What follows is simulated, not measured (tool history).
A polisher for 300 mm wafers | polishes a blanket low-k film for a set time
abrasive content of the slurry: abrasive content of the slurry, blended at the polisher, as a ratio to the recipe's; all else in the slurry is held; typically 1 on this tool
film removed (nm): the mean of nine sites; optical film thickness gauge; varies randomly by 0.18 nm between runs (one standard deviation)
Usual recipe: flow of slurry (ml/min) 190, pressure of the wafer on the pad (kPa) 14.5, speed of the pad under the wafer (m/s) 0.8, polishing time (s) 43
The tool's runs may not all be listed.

run	hour	flow of slurry (ml/min)	pressure of the wafer on the pad (kPa)	speed of the pad under the wafer (m/s)	abrasive content of the slurry	polishing time (s)	wafers since the last listed run	wafers polished on this pad	hours since the slurry nozzle was cleaned	hours since the head pressure was calibrated	hours since the slurry blender was calibrated	hours since the conditioning disc was replaced	incoming thickness of the incoming film, nm	film removed (nm)
1	0	190	14.5	0.8	1	43	0	257	271.9	1319.2	140.5	82.2	673.9	14.9
2	30.9	190	14.5	0.8	1	43	258	515	302.8	1350.1	171.4	113.1	670.6	14.6
# hour 33.7: head pressure recalibrated
3	58	190	14.5	0.94	1.2	43	209	725	329.9	24.3	198.5	140.2	682.1	17.2
4	70.2	190	14.5	0.94	1.2	43	101	827	342.1	36.5	210.7	152.4	676.3	17.2
# hour 95.7: slurry blender recalibrated
5	98.9	190	14.5	0.8	1	43	222	1050	370.8	65.2	3.2	181.1	672	14.3
6	123.2	190	14.5	0.56	1.2	43	202	1252	395.1	89.5	27.5	205.4	673.6	11.4
# hour 149.4: conditioning disc replaced and pad reconditioned
7	151.2	125	14.5	0.8	1.2	43	217	1470	423.1	117.5	55.5	1.8	664.9	13.4
# hour 174.3: slurry nozzle cleaned
# hour 185.3: worn pad replaced by a new one
8	185.8	190	17.2	0.64	1	43	247	4	11.5	152.1	90.1	36.4	664.8	14.9
9	210.7	190	14.5	0.8	1	43	207	212	36.4	177	115	61.3	675.4	15
10	225.5	190	14.5	0.8	1	43	123	335	51.2	191.8	129.8	76.1	672.9	15.3
11	246.9	190	14.5	0.8	1.25	43	178	514	72.6	213.2	151.2	97.5	665.5	16.1
12	269.8	230	18.6	0.92	0.9	43	191	705	95.5	236.1	174.1	120.4	671	21.7
13	291.1	190	14.5	0.8	1	43	177	883	116.8	257.4	195.4	141.7	664.9	15.1
14	308.4	190	15.9	0.8	1	43	144	1027	134.1	274.7	212.7	159	674.9	16.1

What will run 15 give?
# hour 313.8: slurry blender recalibrated
15	325.3	190	14.5	0.8	1	43	124	1152	151	291.6	11.5	175.9	662.2	?

film removed (nm): 14.7
Were there no unlogged condition in the tool, this run, its random variation unchanged, would have produced film removed (nm) 14.8.
